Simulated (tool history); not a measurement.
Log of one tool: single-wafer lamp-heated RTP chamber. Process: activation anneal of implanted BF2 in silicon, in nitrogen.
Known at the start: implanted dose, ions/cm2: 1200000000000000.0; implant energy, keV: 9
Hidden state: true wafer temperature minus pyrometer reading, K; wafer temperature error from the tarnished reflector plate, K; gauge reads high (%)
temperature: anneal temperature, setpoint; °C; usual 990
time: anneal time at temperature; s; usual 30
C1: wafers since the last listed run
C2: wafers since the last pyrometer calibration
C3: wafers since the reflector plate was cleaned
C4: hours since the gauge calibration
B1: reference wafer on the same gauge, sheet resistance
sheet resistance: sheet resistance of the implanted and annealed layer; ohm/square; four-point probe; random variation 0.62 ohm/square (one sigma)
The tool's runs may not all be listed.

{"run": 1, "hour": 0.0, "temperature": 990, "time": 30, "C1": 0, "C2": 5421, "C3": 5594, "C4": 2640.6, "B1": 262.11, "sheet resistance": 245.13}
{"run": 2, "hour": 58.2, "temperature": 990, "time": 30, "C1": 795, "C2": 6217, "C3": 6390, "C4": 2698.8, "B1": 261.87, "sheet resistance": 243.36}
{"hour": 124.5, "done": "reflector plate cleaned"}
{"hour": 260.1, "done": "pyrometer window cleaned and pyrometer calibrated"}
{"run": 3, "hour": 331.9, "temperature": 990, "time": 41, "C1": 3523, "C2": 982, "C3": 2726, "C4": 2972.5, "B1": 262.08, "sheet resistance": 226.4}
{"run": 4, "hour": 419.1, "temperature": 990, "time": 41, "C1": 1192, "C2": 2174, "C3": 3918, "C4": 3059.7, "B1": 262.05, "sheet resistance": 225.54}
{"run": 5, "hour": 457.9, "temperature": 990, "time": 41, "C1": 530, "C2": 2705, "C3": 4448, "C4": 3098.5, "B1": 261.86, "sheet resistance": 224.58}
{"run": 6, "hour": 516.4, "temperature": 990, "time": 30, "C1": 799, "C2": 3505, "C3": 5248, "C4": 3157.0, "B1": 261.81, "sheet resistance": 244.97}
{"hour": 539.3, "done": "gauge calibrated"}
{"run": 7, "hour": 565.7, "temperature": 990, "time": 30, "C1": 674, "C2": 4179, "C3": 5922, "C4": 26.4, "B1": 261.74, "sheet resistance": 243.77}
{"run": 8, "hour": 657.1, "temperature": 990, "time": 30, "C1": 1249, "C2": 5428, "C3": 7172, "C4": 117.8, "B1": 261.96, "sheet resistance": 243.69}
{"run": 9, "hour": 725.7, "temperature": 970, "time": 21, "C1": 937, "C2": 6366, "C3": 8110, "C4": 186.4, "B1": 262.07, "sheet resistance": 329.31}
{"hour": 762.9, "done": "reflector plate cleaned"}
{"run": 10, "hour": 820.1, "temperature": 970, "time": 21, "C1": 1181, "C2": 7548, "C3": 781, "C4": 280.8, "B1": 261.83, "sheet resistance": 335.2}
{"hour": 922.4, "done": "pyrometer window cleaned and pyrometer calibrated"}
{"run": 11, "hour": 922.9, "temperature": 990, "time": 30, "C1": 1296, "C2": 7, "C3": 2078, "C4": 383.6, "B1": 262.39, "sheet resistance": 247.82}
{"run": 12, "hour": 969.1, "temperature": 990, "time": 44, "C1": 631, "C2": 638, "C3": 2709, "C4": 429.8, "B1": 262.16, "sheet resistance": 221.8}
{"run": 13, "hour": 1027.8, "temperature": 990, "time": 44, "C1": 802, "C2": 1441, "C3": 3512, "C4": 488.5, "B1": 262.3, "sheet resistance": 221.08}
{"run": 14, "hour": 1090.4, "temperature": 990, "time": 44, "C1": 855, "C2": 2297, "C3": 4368, "C4": 551.1, "B1": 262.03, "sheet resistance": 220.08}
{"run": 15, "hour": 1186.0, "temperature": 990, "time": 43, "C1": 1307, "C2": 3604, "C3": 5675, "C4": 646.7, "B1": 261.95, "sheet resistance": 220.06}
{"run": 16, "hour": 1251.3, "temperature": 990, "time": 35, "C1": 892, "C2": 4497, "C3": 6568, "C4": 712.0, "B1": 262.03, "sheet resistance": 234.04}
{"hour": 1323.2, "done": "reflector plate cleaned"}
{"run": 17, "hour": 1324.7, "temperature": 1011, "time": 41, "C1": 894, "C2": 5391, "C3": 20, "C4": 785.4, "B1": 261.76, "sheet resistance": 180.65}
{"run": 18, "hour": 1363.2, "temperature": 970, "time": 21, "C1": 526, "C2": 5917, "C3": 547, "C4": 823.9, "B1": 262.15, "sheet resistance": 335.98}
{"run": 19, "hour": 1462.3, "temperature": 970, "time": 30, "C1": 1354, "C2": 7272, "C3": 1902, "C4": 923.0, "B1": 261.89, "sheet resistance": 309.43}
{"run": 20, "hour": 1524.7, "temperature": 990, "time": 44, "C1": 853, "C2": 8126, "C3": 2755, "C4": 985.4, "B1": 261.73, "sheet resistance": 220.96}
{"hour": 1608.1, "done": "pyrometer window cleaned and pyrometer calibrated"}
{"run": 21, "hour": 1623.5, "temperature": 990, "time": 30, "C1": 1241, "C2": 210, "C3": 3996, "C4": 1084.2, "B1": 261.76, "sheet resistance": 245.72}
{"run": 22, "hour": 1705.2, "temperature": 1011, "time": 48, "C1": 1117, "C2": 1327, "C3": 5113, "C4": 1165.9, "B1": 262.3, "sheet resistance": 173.86}
{"run": 23, "hour": 1763.8, "temperature": 999, "time": 17, "C1": 801, "C2": 2128, "C3": 5915, "C4": 1224.5, "B1": 262.2, "sheet resistance": 256.71}
{"run": 24, "hour": 1816.9, "temperature": 1003, "time": 45, "C1": 726, "C2": 2854, "C3": 6641, "C4": 1277.6, "B1": 261.82, "sheet resistance": 188.03}
{"hour": 1854.1, "done": "reflector plate cleaned"}
{"run": 25, "hour": 1878.8, "temperature": 1003, "time": 48, "C1": 736, "C2": 3591, "C3": 337, "C4": 1339.5, "B1": 261.97, "sheet resistance": 188.88}
{"run": 26, "hour": 1939.1, "temperature": 967, "time": 45, "C1": 824, "C2": 4416, "C3": 1162, "C4": 1399.8, "B1": 261.96, "sheet resistance": 290.23}
{"run": 27, "hour": 2018.2, "temperature": 968, "time": 25, "C1": 1081, "C2": 5497, "C3": 2243, "C4": 1478.9, "B1": 261.89, "sheet resistance": 330.14}
{"run": 28, "hour": 2093.0, "temperature": 1010, "time": 48, "C1": 1022, "C2": 6520, "C3": 3266, "C4": 1553.7, "B1": 262.11, "sheet resistance": 175.26}
{"hour": 2144.9, "done": "pyrometer window cleaned and pyrometer calibrated"}
{"run": 29, "hour": 2171.2, "temperature": 973, "time": 36, "C1": 959, "C2": 359, "C3": 4226, "C4": 1631.9, "B1": 261.57, "sheet resistance": 283.04}
{"run": 30, "hour": 2227.2, "temperature": 990, "time": 30, "C1": 765, "C2": 1125, "C3": 4991, "C4": 1687.9, "B1": 262.01, "sheet resistance": 244.05}
{"run": 31, "hour": 2287.3, "temperature": 980, "time": 18, "C1": 821, "C2": 1946, "C3": 5813, "C4": 1748.0, "B1": 262.09, "sheet resistance": 308.63}
{"run": 32, "hour": 2335.4, "temperature": 970, "time": 40, "C1": 657, "C2": 2604, "C3": 6471, "C4": 1796.1, "B1": 262.17, "sheet resistance": 284.15}
{"run": 33, "hour": 2406.5, "temperature": 972, "time": 43, "C1": 972, "C2": 3576, "C3": 7443, "C4": 1867.2, "B1": 262.2, "sheet resistance": 272.14}
{"run": 34, "hour": 2480.3, "temperature": 977, "time": 45, "C1": 1009, "C2": 4585, "C3": 8452, "C4": 1941.0, "B1": 262.24, "sheet resistance": 251.58}
{"hour": 2520.4, "done": "reflector plate cleaned"}
{"run": 35, "hour": 2536.6, "temperature": 990, "time": 30, "C1": 660, "C2": 5246, "C3": 221, "C4": 1997.3, "B1": 262.09, "sheet resistance": 250.03}
{"run": 36, "hour": 2589.8, "temperature": 990, "time": 25, "C1": 727, "C2": 5973, "C3": 948, "C4": 2050.5, "B1": 262.12, "sheet resistance": 260.15}
{"run": 37, "hour": 2677.4, "temperature": 1020, "time": 12, "C1": 1197, "C2": 7171, "C3": 2146, "C4": 2138.1, "B1": 261.8, "sheet resistance": 233.31}

Measured less the same run without the tool's hidden state. The same run-to-run variation is in both; the gauge's scatter may not be:
run=1 sheet_resistance=-5.33
run=2 sheet_resistance=-6.00
run=3 sheet_resistance=-2.72
run=4 sheet_resistance=-3.67
run=5 sheet_resistance=-4.09
run=6 sheet_resistance=-5.15
run=7 sheet_resistance=-5.72
run=8 sheet_resistance=-6.82
run=9 sheet_resistance=-8.58
run=10 sheet_resistance=-0.80
run=11 sheet_resistance=-1.94
run=12 sheet_resistance=-2.21
run=13 sheet_resistance=-2.84
run=14 sheet_resistance=-3.48
run=15 sheet_resistance=-4.52
run=16 sheet_resistance=-5.64
run=17 sheet_resistance=-0.47
run=18 sheet_resistance=-1.46
run=19 sheet_resistance=-2.77
run=20 sheet_resistance=-2.86
run=21 sheet_resistance=-4.39
run=22 sheet_resistance=-2.67
run=23 sheet_resistance=-5.56
run=24 sheet_resistance=-4.47
run=25 sheet_resistance=-0.87
run=26 sheet_resistance=-2.38
run=27 sheet_resistance=-3.41
run=28 sheet_resistance=-2.01
run=29 sheet_resistance=-5.25
run=30 sheet_resistance=-5.45
run=31 sheet_resistance=-6.58
run=32 sheet_resistance=-7.57
run=33 sheet_resistance=-8.38
run=34 sheet_resistance=-8.78
run=35 sheet_resistance=-0.79
run=36 sheet_resistance=-1.45
run=37 sheet_resistance=-1.91
